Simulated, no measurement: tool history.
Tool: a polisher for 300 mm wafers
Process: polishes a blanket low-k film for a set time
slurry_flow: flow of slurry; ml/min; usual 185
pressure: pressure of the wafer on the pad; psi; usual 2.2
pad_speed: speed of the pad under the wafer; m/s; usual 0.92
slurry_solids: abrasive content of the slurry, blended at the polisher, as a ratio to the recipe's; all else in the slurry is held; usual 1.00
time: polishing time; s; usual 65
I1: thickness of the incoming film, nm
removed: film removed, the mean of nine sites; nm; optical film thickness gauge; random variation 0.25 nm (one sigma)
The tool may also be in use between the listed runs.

Run 1, hour 0.0: usual settings; I1 686.9. Result: removed 27.9 nm.
At hour 19.2: worn pad replaced by a new one.
Run 2, hour 19.7: usual settings; I1 690.8. Result: removed 27.5 nm.
Run 3, hour 36.3: usual settings; I1 699.5. Result: removed 27.4 nm.
Run 4, hour 58.5: usual settings; I1 709.6. Result: removed 27.1 nm.
Run 5, hour 89.1: usual settings; I1 701.4. Result: removed 26.9 nm.
Run 6, hour 119.8: usual settings; I1 699.3. Result: removed 26.6 nm.
Run 7, hour 143.5: usual settings; I1 707.3. Result: removed 26.6 nm.
Run 8, hour 164.4: usual settings; I1 706.7. Result: removed 26.8 nm.
Run 9, hour 177.4: usual settings; I1 698.0. Result: removed 26.6 nm.
Run 10, hour 191.5: usual settings; I1 710.6. Result: removed 26.5 nm.
At hour 210.6: worn pad replaced by a new one.
Run 11, hour 222.1: usual settings; I1 701.3. Result: removed 26.4 nm.
At hour 224.9: slurry blender recalibrated.
At hour 250.9: conditioning disc replaced and pad reconditioned.
Run 12, hour 256.4: usual settings; I1 701.3. Result: removed 29.4 nm.
At hour 338.3: slurry nozzle cleaned.
Run 13, hour 358.7: usual settings but slurry_flow 150 ml/min, pressure 2.8 psi, slurry_solids 0.80; I1 697.1. Result: removed 28.0 nm.
At hour 367.5: worn pad replaced by a new one.
Run 14, hour 379.3: usual settings but slurry_flow 200 ml/min, slurry_solids 0.75, time 76 s; I1 695.5. Result: removed 25.5 nm.
Run 15, hour 395.4: usual settings but pad_speed 1.22 m/s; I1 697.9. Result: removed 32.7 nm.
Run 16, hour 422.4: usual settings; I1 701.9. Result: removed 27.2 nm.
Run 17, hour 445.4: usual settings but pad_speed 1.02 m/s; I1 697.4. Result: removed 28.9 nm.
Run 18, hour 478.9: usual settings but time 57 s; I1 699.7. Result: removed 23.4 nm.
At hour 503.7: head pressure recalibrated.
Run 19, hour 504.2: usual settings; I1 699.6. Result: removed 26.6 nm.
Run 20, hour 519.4: usual settings but slurry_flow 140 ml/min, slurry_solids 1.20, time 48 s; I1 692.6. Result: removed 21.6 nm.
At hour 526.4: conditioning disc replaced and pad reconditioned.
At hour 543.8: slurry blender recalibrated.
At hour 553.1: worn pad replaced by a new one.
Run 21, hour 553.6: usual settings but pad_speed 1.22 m/s; I1 700.7. Result: removed 35.4 nm.
Run 22, hour 570.8: usual settings but slurry_flow 135 ml/min, pad_speed 1.22 m/s; I1 706.2. Result: removed 34.4 nm.
Run 23, hour 601.6: usual settings but pressure 3.0 psi, pad_speed 1.06 m/s, time 73 s; I1 702.9. Result: removed 45.9 nm.
Run 24, hour 626.7: usual settings; I1 698.5. Result: removed 27.7 nm.
Run 25, hour 660.3: usual settings; I1 688.5. Result: removed 27.1 nm.

5 ways to go on from here, each from the tool as it stands after run 25. What would each give?
Run A, hour 660.7: usual settings but time 47 s; I1 713.6. Result: removed ?.
Run B, hour 660.7: usual settings but slurry_flow 165 ml/min, slurry_solids 0.85; I1 713.6. Result: removed ?.
Run C, hour 660.7: usual settings but slurry_flow 135 ml/min, slurry_solids 0.75, time 49 s; I1 713.6. Result: removed ?.
Run D, hour 660.7: usual settings but slurry_flow 125 ml/min, pressure 1.7 psi, slurry_solids 0.80; I1 713.6. Result: removed ?.
Run E, hour 660.7: usual settings but slurry_flow 140 ml/min, slurry_solids 1.25, time 45 s; I1 713.6. Result: removed ?.

run  removed
  A     19.6
  B     23.8
  C     15.8
  D     17.5
  E     20.8
Without the tool's hidden state the same runs would have given:
run  removed
  A     21.5
  B     26.2
  C     17.4
  D     18.9
  E     22.9
